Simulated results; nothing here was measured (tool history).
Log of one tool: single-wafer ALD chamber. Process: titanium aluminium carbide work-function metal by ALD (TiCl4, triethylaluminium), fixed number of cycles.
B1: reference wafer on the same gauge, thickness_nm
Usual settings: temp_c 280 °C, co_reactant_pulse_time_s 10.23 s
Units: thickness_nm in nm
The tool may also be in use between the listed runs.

{"run": 1, "hour": 0.0, "temp_c": 280, "co_reactant_pulse_time_s": 10.23, "B1": 1.62, "thickness_nm": 1.854}
{"run": 2, "hour": 13.2, "temp_c": 280, "co_reactant_pulse_time_s": 10.23, "B1": 1.621, "thickness_nm": 1.868}
{"run": 3, "hour": 22.0, "temp_c": 280, "co_reactant_pulse_time_s": 10.23, "B1": 1.62, "thickness_nm": 1.858}
{"run": 4, "hour": 39.5, "temp_c": 280, "co_reactant_pulse_time_s": 10.23, "B1": 1.621, "thickness_nm": 1.857}
{"run": 5, "hour": 68.0, "temp_c": 276, "co_reactant_pulse_time_s": 10.23, "B1": 1.62, "thickness_nm": 1.835}
{"run": 6, "hour": 79.1, "temp_c": 276, "co_reactant_pulse_time_s": 10.23, "B1": 1.618, "thickness_nm": 1.828}
{"run": 7, "hour": 93.5, "temp_c": 280, "co_reactant_pulse_time_s": 10.23, "B1": 1.621, "thickness_nm": 1.851}
{"run": 8, "hour": 108.0, "temp_c": 280, "co_reactant_pulse_time_s": 10.23, "B1": 1.62, "thickness_nm": 1.86}
{"run": 9, "hour": 118.3, "temp_c": 285, "co_reactant_pulse_time_s": 14.14, "B1": 1.62, "thickness_nm": 1.949}
{"run": 10, "hour": 130.3, "temp_c": 268, "co_reactant_pulse_time_s": 6.96, "B1": 1.621, "thickness_nm": 1.595}
{"run": 11, "hour": 146.0, "temp_c": 280, "co_reactant_pulse_time_s": 10.23, "B1": 1.621, "thickness_nm": 1.866}
{"run": 12, "hour": 156.1, "temp_c": 280, "co_reactant_pulse_time_s": 10.23, "B1": 1.62, "thickness_nm": 1.86}
{"run": 13, "hour": 167.4, "temp_c": 265, "co_reactant_pulse_time_s": 10.23, "B1": 1.621, "thickness_nm": 1.75}
{"run": 14, "hour": 178.7, "temp_c": 272, "co_reactant_pulse_time_s": 9.08, "B1": 1.62, "thickness_nm": 1.759}
{"run": 15, "hour": 193.3, "temp_c": 269, "co_reactant_pulse_time_s": 14.11, "B1": 1.62, "thickness_nm": 1.829}
{"run": 16, "hour": 210.2, "temp_c": 280, "co_reactant_pulse_time_s": 10.23, "B1": 1.62, "thickness_nm": 1.861}
{"run": 17, "hour": 215.3, "temp_c": 272, "co_reactant_pulse_time_s": 11.86, "B1": 1.62, "thickness_nm": 1.82}
{"run": 18, "hour": 232.5, "temp_c": 280, "co_reactant_pulse_time_s": 10.23, "B1": 1.62, "thickness_nm": 1.867}
{"run": 19, "hour": 238.6, "temp_c": 280, "co_reactant_pulse_time_s": 10.23, "B1": 1.62, "thickness_nm": 1.864}
{"run": 20, "hour": 255.1, "temp_c": 267, "co_reactant_pulse_time_s": 13.27, "B1": 1.62, "thickness_nm": 1.801}
{"run": 21, "hour": 268.0, "temp_c": 287, "co_reactant_pulse_time_s": 8.21, "B1": 1.62, "thickness_nm": 1.837}
{"run": 22, "hour": 285.8, "temp_c": 280, "co_reactant_pulse_time_s": 8.93, "B1": 1.62, "thickness_nm": 1.827}
{"run": 23, "hour": 300.1, "temp_c": 289, "co_reactant_pulse_time_s": 14.21, "B1": 1.622, "thickness_nm": 1.976}
{"run": 24, "hour": 307.3, "temp_c": 268, "co_reactant_pulse_time_s": 12.65, "B1": 1.62, "thickness_nm": 1.802}
{"run": 25, "hour": 313.6, "temp_c": 280, "co_reactant_pulse_time_s": 10.23, "B1": 1.619, "thickness_nm": 1.855}
{"run": 26, "hour": 321.5, "temp_c": 285, "co_reactant_pulse_time_s": 7.05, "B1": 1.62, "thickness_nm": 1.718}
{"run": 27, "hour": 338.4, "temp_c": 270, "co_reactant_pulse_time_s": 6.17, "B1": 1.619, "thickness_nm": 1.509}
{"run": 28, "hour": 348.9, "temp_c": 289, "co_reactant_pulse_time_s": 6.36, "B1": 1.62, "thickness_nm": 1.66}
{"run": 29, "hour": 362.2, "temp_c": 290, "co_reactant_pulse_time_s": 11.85, "B1": 1.62, "thickness_nm": 1.97}
{"run": 30, "hour": 377.2, "temp_c": 290, "co_reactant_pulse_time_s": 11.44, "B1": 1.619, "thickness_nm": 1.967}
{"run": 31, "hour": 391.5, "temp_c": 276, "co_reactant_pulse_time_s": 7.09, "B1": 1.621, "thickness_nm": 1.656}
{"run": 32, "hour": 398.6, "temp_c": 295, "co_reactant_pulse_time_s": 11.78, "B1": 1.619, "thickness_nm": 2.009}

Not shown: 4 entries that the log had between the listed runs. Between which runs, and how does the tool's hidden state differ before and after?
Between runs 4 and 5: thermocouple changed; heater temperature recalibrated (hour 47.6)
  no hidden state differs between the two runs
Between runs 6 and 7: triethylaluminium bottle replaced (hour 89.6)
  no hidden state differs between the two runs
Between runs 10 and 11: gauge calibrated (hour 140.3)
  no hidden state differs between the two runs
Between runs 15 and 16: showerhead replaced (hour 209.7)
  no hidden state differs between the two runs
